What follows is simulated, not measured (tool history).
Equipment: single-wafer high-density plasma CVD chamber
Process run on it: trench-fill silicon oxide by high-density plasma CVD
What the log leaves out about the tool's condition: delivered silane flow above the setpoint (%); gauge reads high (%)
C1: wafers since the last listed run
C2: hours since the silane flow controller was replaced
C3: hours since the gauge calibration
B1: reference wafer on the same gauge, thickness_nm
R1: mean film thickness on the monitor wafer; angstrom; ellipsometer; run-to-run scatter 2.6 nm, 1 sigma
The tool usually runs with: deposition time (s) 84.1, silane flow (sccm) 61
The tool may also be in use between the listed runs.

Run 1, day 0: usual settings but silane flow (sccm) 65; C1 0; C2 2024.2; C3 1425.3; B1 487.93. Result: R1 5279.85 angstrom.
Run 2, day 2.646: usual settings but silane flow (sccm) 65; C1 1408; C2 2087.7; C3 1488.8; B1 487.762. Result: R1 5260.9 angstrom.
Run 3, day 6.408: usual settings but deposition time (s) 94.2, silane flow (sccm) 65; C1 2002; C2 2178; C3 1579.1; B1 488.495. Result: R1 5883.55 angstrom.
Run 4, day 9.208: usual settings but deposition time (s) 94.2, silane flow (sccm) 65; C1 1490; C2 2245.2; C3 1646.3; B1 487.483. Result: R1 5903.81 angstrom.
Run 5, day 11.775: usual settings; C1 1366; C2 2306.8; C3 1707.9; B1 487.908. Result: R1 4953.11 angstrom.
Run 6, day 14.617: usual settings but silane flow (sccm) 68; C1 1512; C2 2375; C3 1776.1; B1 487.241. Result: R1 5473.93 angstrom.
Run 7, day 18.642: usual settings but silane flow (sccm) 54; C1 2142; C2 2471.6; C3 1872.7; B1 487.108. Result: R1 4388.51 angstrom.
Run 8, day 20.258: usual settings but silane flow (sccm) 54; C1 860; C2 2510.4; C3 1911.5; B1 488.39. Result: R1 4393.08 angstrom.
Run 9, day 24.754: usual settings; C1 2392; C2 2618.3; C3 2019.4; B1 488.259. Result: R1 4985.53 angstrom.
Run 10, day 26.412: usual settings but deposition time (s) 89.2; C1 882; C2 2658.1; C3 2059.2; B1 487.987. Result: R1 5227.48 angstrom.
Run 11, day 28.167: usual settings but deposition time (s) 89.2; C1 933; C2 2700.2; C3 2101.3; B1 486.923. Result: R1 5279.37 angstrom.
Run 12, day 32: usual settings but deposition time (s) 89.2; C1 2040; C2 2792.2; C3 2193.3; B1 487.934. Result: R1 5283.24 angstrom.
Run 13, day 36.45: usual settings but deposition time (s) 88; C1 2368; C2 2899; C3 2300.1; B1 487.32. Result: R1 5173.15 angstrom.
Run 14, day 39.183: usual settings but deposition time (s) 72.2; C1 1454; C2 2964.6; C3 2365.7; B1 488.052. Result: R1 4285.52 angstrom.
Run 15, day 42.479: usual settings but deposition time (s) 76.7, silane flow (sccm) 66; C1 1754; C2 3043.7; C3 2444.8; B1 487.862. Result: R1 4875.72 angstrom.
Run 16, day 45.479: usual settings but deposition time (s) 71.3, silane flow (sccm) 70; C1 1596; C2 3115.7; C3 2516.8; B1 488.465. Result: R1 4839.12 angstrom.
At day 46.417: gauge calibrated.
At day 47.183: silane flow controller replaced.
Run 17, day 49.388: usual settings but deposition time (s) 79, silane flow (sccm) 69; C1 1902; C2 52.9; C3 71.3; B1 488.006. Result: R1 5025.78 angstrom.
Run 18, day 51.5: usual settings but deposition time (s) 69.7; C1 1124; C2 103.6; C3 122; B1 487.749. Result: R1 3959.05 angstrom.
Run 19, day 54.858: usual settings; C1 1787; C2 184.2; C3 202.6; B1 488.377. Result: R1 4829.62 angstrom.
Run 20, day 59.092: usual settings; C1 2253; C2 285.8; C3 304.2; B1 488.191. Result: R1 4807.88 angstrom.
Run 21, day 62.208: usual settings but deposition time (s) 78.4, silane flow (sccm) 51; C1 1658; C2 360.6; C3 379; B1 487.666. Result: R1 3771.29 angstrom.
Run 22, day 65.4: usual settings; C1 1698; C2 437.2; C3 455.6; B1 487.404. Result: R1 4838.91 angstrom.
Run 23, day 68.142: usual settings but deposition time (s) 98.3, silane flow (sccm) 68; C1 1459; C2 503; C3 521.4; B1 487.559. Result: R1 6334.96 angstrom.
Run 24, day 69.721: usual settings but deposition time (s) 77.9; C1 840; C2 540.9; C3 559.3; B1 489.013. Result: R1 4509.01 angstrom.
Run 25, day 73.596: usual settings but deposition time (s) 68.3; C1 2062; C2 633.9; C3 652.3; B1 487.582. Result: R1 3993.89 angstrom.
Run 26, day 77.429: usual settings but deposition time (s) 97.5; C1 2040; C2 725.9; C3 744.3; B1 487.889. Result: R1 5756.19 angstrom.
Run 27, day 81.546: usual settings but silane flow (sccm) 49; C1 2191; C2 824.7; C3 843.1; B1 488.855. Result: R1 3975.07 angstrom.

For run 28, what comes out?
Run 28, day 85.854: usual settings but silane flow (sccm) 50; C1 2293; C2 928.1; C3 946.5; B1 ?. Result: R1 ?.

Run 28 came out at B1 487.268, R1 4071.09 angstrom.
With no hidden state in the tool, this same run would have given R1 3890.44 angstrom.
